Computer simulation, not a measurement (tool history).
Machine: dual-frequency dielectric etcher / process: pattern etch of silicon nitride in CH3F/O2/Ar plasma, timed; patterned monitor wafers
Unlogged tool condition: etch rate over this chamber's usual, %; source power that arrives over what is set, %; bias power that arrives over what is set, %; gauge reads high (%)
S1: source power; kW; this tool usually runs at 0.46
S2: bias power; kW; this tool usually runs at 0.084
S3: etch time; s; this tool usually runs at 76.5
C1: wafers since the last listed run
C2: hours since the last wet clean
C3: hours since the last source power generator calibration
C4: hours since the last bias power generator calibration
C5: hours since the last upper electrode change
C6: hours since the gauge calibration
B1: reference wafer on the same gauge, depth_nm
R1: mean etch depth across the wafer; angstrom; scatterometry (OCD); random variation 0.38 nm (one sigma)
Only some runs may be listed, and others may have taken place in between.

run 1 hour=0 | S1=0.53 S2=0.084 S3=76.5 | C1=0 C2=185 C3=1630.5 C4=3472.6 C5=2224 C6=23.1 | B1=51.5 | R1=580
run 2 hour=16.4 | S1=0.53 S2=0.084 S3=76.5 | C1=183 C2=201.4 C3=1646.9 C4=3489 C5=2240.4 C6=39.5 | B1=51.5 | R1=573
run 3 hour=30.9 | S1=0.53 S2=0.084 S3=76.5 | C1=162 C2=215.9 C3=1661.4 C4=3503.5 C5=2254.9 C6=54 | B1=51.5 | R1=576
run 4 hour=58 | S1=0.46 S2=0.084 S3=76.5 | C1=302 C2=243 C3=1688.5 C4=3530.6 C5=2282 C6=81.1 | B1=51.5 | R1=543
run 5 hour=77.8 | S1=0.46 S2=0.084 S3=76.5 | C1=221 C2=262.8 C3=1708.3 C4=3550.4 C5=2301.8 C6=100.9 | B1=51.5 | R1=535
run 6 hour=105.1 | S1=0.46 S2=0.084 S3=76.5 | C1=305 C2=290.1 C3=1735.6 C4=3577.7 C5=2329.1 C6=128.2 | B1=51.5 | R1=540
-- hour=111.6 source power generator calibrated
run 7 hour=135.9 | S1=0.46 S2=0.084 S3=76.5 | C1=299 C2=320.9 C3=24.3 C4=3608.5 C5=2359.9 C6=159 | B1=51.4 | R1=532
-- hour=169.2 bias power generator calibrated
-- hour=174.8 wet clean of the chamber
-- hour=190.7 upper electrode replaced
run 8 hour=191.2 | S1=0.46 S2=0.095 S3=70.5 | C1=334 C2=16.4 C3=79.6 C4=22 C5=0.5 C6=214.3 | B1=51.5 | R1=543
run 9 hour=191.5 | S1=0.38 S2=0.084 S3=84.5 | C1=3 C2=16.7 C3=79.9 C4=22.3 C5=0.8 C6=214.6 | B1=51.4 | R1=560
run 10 hour=214.9 | S1=0.38 S2=0.103 S3=93 | C1=261 C2=40.1 C3=103.3 C4=45.7 C5=24.2 C6=238 | B1=51.5 | R1=680
-- hour=227.2 gauge calibrated
run 11 hour=237.6 | S1=0.46 S2=0.091 S3=64 | C1=253 C2=62.8 C3=126 C4=68.4 C5=46.9 C6=10.4 | B1=51.5 | R1=481
run 12 hour=256 | S1=0.49 S2=0.084 S3=76.5 | C1=205 C2=81.2 C3=144.4 C4=86.8 C5=65.3 C6=28.8 | B1=51.5 | R1=577
run 13 hour=280.9 | S1=0.5 S2=0.084 S3=76.5 | C1=278 C2=106.1 C3=169.3 C4=111.7 C5=90.2 C6=53.7 | B1=51.5 | R1=570
run 14 hour=308.4 | S1=0.46 S2=0.084 S3=76.5 | C1=307 C2=133.6 C3=196.8 C4=139.2 C5=117.7 C6=81.2 | B1=51.6 | R1=548

Forecast each of these 4 alternatives for the next run:
run A hour=308.8 | S1=0.37 S2=0.084 S3=76.5 | C1=4 C2=134 C3=197.2 C4=139.6 C5=118.1 C6=81.6 | B1=? | R1=?
run B hour=308.8 | S1=0.46 S2=0.097 S3=76.5 | C1=4 C2=134 C3=197.2 C4=139.6 C5=118.1 C6=81.6 | B1=? | R1=?
run C hour=308.8 | S1=0.41 S2=0.099 S3=76.5 | C1=4 C2=134 C3=197.2 C4=139.6 C5=118.1 C6=81.6 | B1=? | R1=?
run D hour=308.8 | S1=0.42 S2=0.073 S3=54.5 | C1=4 C2=134 C3=197.2 C4=139.6 C5=118.1 C6=81.6 | B1=? | R1=?

run=A B1=51.5 R1=492
run=B B1=51.5 R1=585
run=C B1=51.5 R1=559
run=D B1=51.5 R1=349
Had the tool no hidden state, the same runs would have come out as:
run=A R1=498
run=B R1=592
run=C R1=566
run=D R1=353
